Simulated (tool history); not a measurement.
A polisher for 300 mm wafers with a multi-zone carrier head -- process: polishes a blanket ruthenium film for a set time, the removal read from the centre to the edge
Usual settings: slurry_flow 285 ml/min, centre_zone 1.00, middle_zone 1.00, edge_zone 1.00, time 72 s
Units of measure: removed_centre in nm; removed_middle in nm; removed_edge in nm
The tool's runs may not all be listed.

| run | hour | slurry_flow | centre_zone | middle_zone | edge_zone | time | incoming thickness of the incoming film, nm | removed_centre | removed_middle | removed_edge |
|---|---|---|---|---|---|---|---|---|---|---|
| 1 | 0.0 | 285 | 1.00 | 1.00 | 1.00 | 72 | 369.2 | 46.8 | 50.8 | 50.7 |
| 2 | 21.6 | 285 | 1.00 | 1.00 | 1.00 | 72 | 372.1 | 46.8 | 51.1 | 50.5 |
| 3 | 36.1 | 285 | 0.90 | 1.00 | 1.00 | 65 | 365.7 | 38.5 | 46.5 | 45.1 |
|  | 38.5 | slurry nozzle cleaned |
| 4 | 57.1 | 285 | 1.00 | 1.00 | 1.00 | 93 | 373.4 | 61.8 | 65.0 | 64.1 |
|  | 68.7 | worn pad replaced by a new one |
| 5 | 90.2 | 225 | 1.00 | 1.00 | 0.91 | 92 | 365.8 | 57.7 | 61.9 | 58.9 |
| 6 | 121.7 | 285 | 1.00 | 1.00 | 1.00 | 72 | 366.2 | 46.7 | 50.9 | 50.8 |
| 7 | 149.9 | 285 | 1.00 | 1.00 | 1.00 | 72 | 366.4 | 46.7 | 49.4 | 49.7 |
|  | 163.2 | centre zone pressure recalibrated |
| 8 | 236.7 | 285 | 1.00 | 1.00 | 1.00 | 72 | 366.8 | 49.1 | 50.4 | 49.4 |
| 9 | 261.7 | 285 | 1.09 | 1.00 | 1.00 | 72 | 369.1 | 54.6 | 49.4 | 49.9 |
| 10 | 274.8 | 285 | 1.00 | 1.00 | 1.00 | 59 | 367.0 | 40.7 | 41.0 | 41.4 |
| 11 | 289.3 | 285 | 1.00 | 1.00 | 1.00 | 85 | 369.8 | 59.4 | 59.1 | 59.8 |
|  | 310.6 | worn pad replaced by a new one |
| 12 | 311.1 | 230 | 1.05 | 1.00 | 1.00 | 72 | 363.5 | 49.7 | 48.7 | 49.0 |
| 13 | 322.2 | 285 | 0.89 | 1.00 | 1.05 | 84 | 370.8 | 52.0 | 58.0 | 59.7 |
| 14 | 343.7 | 285 | 1.00 | 1.00 | 1.00 | 72 | 368.9 | 49.1 | 50.6 | 49.9 |
| 15 | 362.8 | 285 | 1.00 | 1.00 | 1.00 | 72 | 376.0 | 49.1 | 50.1 | 49.7 |
| 16 | 377.0 | 240 | 1.00 | 1.00 | 1.00 | 52 | 369.3 | 35.0 | 35.4 | 34.3 |
| 17 | 426.4 | 285 | 1.09 | 1.00 | 1.00 | 72 | 370.2 | 53.9 | 50.0 | 50.8 |
| 18 | 460.3 | 285 | 1.00 | 1.00 | 1.00 | 72 | 369.6 | 49.4 | 49.7 | 50.6 |
| 19 | 485.0 | 285 | 1.00 | 1.00 | 1.00 | 72 | 366.0 | 49.9 | 48.9 | 49.4 |
| 20 | 506.2 | 285 | 0.89 | 1.03 | 1.00 | 58 | 364.8 | 35.3 | 40.1 | 40.2 |
|  | 528.9 | worn pad replaced by a new one |
| 21 | 529.4 | 215 | 1.00 | 1.00 | 1.06 | 63 | 371.7 | 41.3 | 43.1 | 43.0 |
| 22 | 623.5 | 285 | 1.00 | 1.00 | 0.89 | 72 | 369.5 | 49.5 | 50.0 | 48.5 |
| 23 | 657.6 | 255 | 1.08 | 1.00 | 1.00 | 60 | 373.6 | 43.6 | 41.2 | 41.6 |

4 options for the next run, each taken on its own from the tool as it stands now. Forecast them:
| A | 658.0 | 285 | 1.05 | 1.00 | 1.00 | 72 | 364.8 | ? | ? | ? |
| B | 658.0 | 285 | 1.06 | 1.00 | 1.00 | 51 | 364.8 | ? | ? | ? |
| C | 658.0 | 195 | 0.91 | 1.00 | 1.00 | 72 | 364.8 | ? | ? | ? |
| D | 658.0 | 285 | 1.00 | 1.05 | 1.00 | 49 | 364.8 | ? | ? | ? |

| run | removed_centre | removed_middle | removed_edge |
|---|---|---|---|
| A | 51.8 | 49.9 | 49.9 |
| B | 37.1 | 35.3 | 35.3 |
| C | 42.3 | 47.3 | 47.9 |
| D | 33.6 | 34.9 | 33.9 |
Stripped of hidden state, with their random variation kept, the same runs would have yielded:
| run | removed_centre | removed_middle | removed_edge |
|---|---|---|---|
| A | 53.0 | 49.9 | 49.9 |
| B | 37.9 | 35.3 | 35.3 |
| C | 43.2 | 47.3 | 47.9 |
| D | 34.3 | 34.9 | 33.9 |
